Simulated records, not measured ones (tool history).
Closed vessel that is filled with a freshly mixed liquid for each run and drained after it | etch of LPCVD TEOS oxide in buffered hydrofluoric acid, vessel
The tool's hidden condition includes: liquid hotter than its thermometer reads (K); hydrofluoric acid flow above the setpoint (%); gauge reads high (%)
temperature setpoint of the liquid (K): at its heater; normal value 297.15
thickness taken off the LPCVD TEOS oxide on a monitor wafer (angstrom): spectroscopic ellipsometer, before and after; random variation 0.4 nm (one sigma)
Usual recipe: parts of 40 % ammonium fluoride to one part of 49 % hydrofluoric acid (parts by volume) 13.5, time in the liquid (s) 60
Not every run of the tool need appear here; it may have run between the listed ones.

run   hour  temperature setpoint of the liquid (K)  parts of 40 % ammonium fluoride to one part of 49 % hydrofluoric acid (parts by volume)  time in the liquid (s)  wafers since the last listed run  hours since the thermometer was replaced  hours since the hydrofluoric acid flow meter was replaced  hours since the gauge calibration  read-back film thickness of the LPCVD TEOS oxide reference wafer, read on the same gauge (nm)  thickness taken off the LPCVD TEOS oxide on a monitor wafer (angstrom)
  1    0.0                                  297.15                                                                                     13.5                      60                                 0                                     544.4                                                     1127.6                               17.5                                                                                          40.00                                                                  1273.8
  2    6.8                                  297.15                                                                                     13.5                      60                               679                                     551.2                                                     1134.4                               24.3                                                                                          39.98                                                                  1280.4
  3   13.2                                  297.15                                                                                     13.5                      60                               639                                     557.6                                                     1140.8                               30.7                                                                                          40.01                                                                  1274.2
  4   30.1                                  297.15                                                                                     13.5                      60                              1689                                     574.5                                                     1157.7                               47.6                                                                                          40.02                                                                  1277.0
  5   42.1                                  297.15                                                                                     13.5                      60                              1199                                     586.5                                                     1169.7                               59.6                                                                                          40.00                                                                  1279.2
  6   53.3                                  297.15                                                                                     13.5                      60                              1119                                     597.7                                                     1180.9                               70.8                                                                                          40.01                                                                  1272.8
  7   68.2                                  297.15                                                                                     13.5                      85                              1489                                     612.6                                                     1195.8                               85.7                                                                                          39.98                                                                  1797.9
  8   81.8                                  297.15                                                                                     13.5                      85                              1359                                     626.2                                                     1209.4                               99.3                                                                                          40.00                                                                  1805.0
  9   88.5                                  297.15                                                                                     13.5                      60                               669                                     632.9                                                     1216.1                              106.0                                                                                          40.01                                                                  1272.9
 10   99.5                                  297.15                                                                                     13.5                      60                              1099                                     643.9                                                     1227.1                              117.0                                                                                          40.01                                                                  1275.4
 11  107.3                                  297.15                                                                                     13.5                      60                               779                                     651.7                                                     1234.9                              124.8                                                                                          40.01                                                                  1275.7
 12  120.1                                  297.15                                                                                     13.5                      60                              1279                                     664.5                                                     1247.7                              137.6                                                                                          39.99                                                                  1282.2
 13  131.9                                  297.15                                                                                     13.5                      60                              1179                                     676.3                                                     1259.5                              149.4                                                                                          39.99                                                                  1281.5
 14  138.3                                  297.15                                                                                     17.5                      85                               639                                     682.7                                                     1265.9                              155.8                                                                                          40.01                                                                  1395.8
 15  151.4                                  295.65                                                                                     11.5                      60                              1309                                     695.8                                                     1279.0                              168.9                                                                                          40.00                                                                  1369.1
 16  163.0                                  297.15                                                                                     13.5                      60                              1159                                     707.4                                                     1290.6                              180.5                                                                                          40.00                                                                  1268.5
 17  175.2                                  297.15                                                                                     13.5                      60                              1219                                     719.6                                                     1302.8                              192.7                                                                                          40.03                                                                  1275.5
 18  182.4                                  299.15                                                                                     16.0                      60                               719                                     726.8                                                     1310.0                              199.9                                                                                          40.01                                                                  1203.5
     221.7  -- gauge calibrated
 19  224.3                                  297.15                                                                                     18.5                      85                              4187                                     768.7                                                     1351.9                                2.6                                                                                          40.00                                                                  1324.1
     227.4  -- thermometer replaced
     233.1  -- hydrofluoric acid flow meter replaced
 20  251.2                                  295.15                                                                                     13.5                      90                              2488                                      23.8                                                       18.1                               29.5                                                                                          40.01                                                                  1724.5
 21  259.9                                  295.15                                                                                     13.5                      60                               869                                      32.5                                                       26.8                               38.2                                                                                          40.01                                                                  1144.9
 22  275.6                                  300.15                                                                                      9.0                      75                              1569                                      48.2                                                       42.5                               53.9                                                                                          39.98                                                                  2687.4
 23  323.0                                  293.65                                                                                     13.5                      90                              4737                                      95.6                                                       89.9                              101.3                                                                                          40.00                                                                  1573.0
 24  338.0                                  301.65                                                                                     13.5                      60                              1499                                     110.6                                                      104.9                              116.3                                                                                          39.98                                                                  1630.6
 25  350.2                                  297.15                                                                                     17.5                      60                              1219                                     122.8                                                      117.1                              128.5                                                                                          39.99                                                                   991.5
 26  359.3                                  297.15                                                                                     13.5                      60                               909                                     131.9                                                      126.2                              137.6                                                                                          40.02                                                                  1275.9

Consider 3 possible next runs. They are alternatives, not a sequence: every one starts from the tool as it was left by run 26. What does each give?
  A  360.0                                  300.65                                                                                     13.5                      60                                69                                     132.6                                                      126.9                              138.3                                                                                              ?                                                                       ?
  B  360.0                                  302.15                                                                                     11.0                      70                                69                                     132.6                                                      126.9                              138.3                                                                                              ?                                                                       ?
  C  360.0                                  297.15                                                                                     13.5                      35                                69                                     132.6                                                      126.9                              138.3                                                                                              ?                                                                       ?

run  read-back film thickness of the LPCVD TEOS oxide reference wafer, read on the same gauge (nm)  thickness taken off the LPCVD TEOS oxide on a monitor wafer (angstrom)
  A                                                                                          40.01                                                                  1539.2
  B                                                                                          40.01                                                                  2375.1
  C                                                                                          40.01                                                                   743.3
Stripped of hidden state, with their random variation kept, the same runs would have yielded:
run  thickness taken off the LPCVD TEOS oxide on a monitor wafer (angstrom)
  A                                                                  1539.2
  B                                                                  2375.1
  C                                                                   743.3
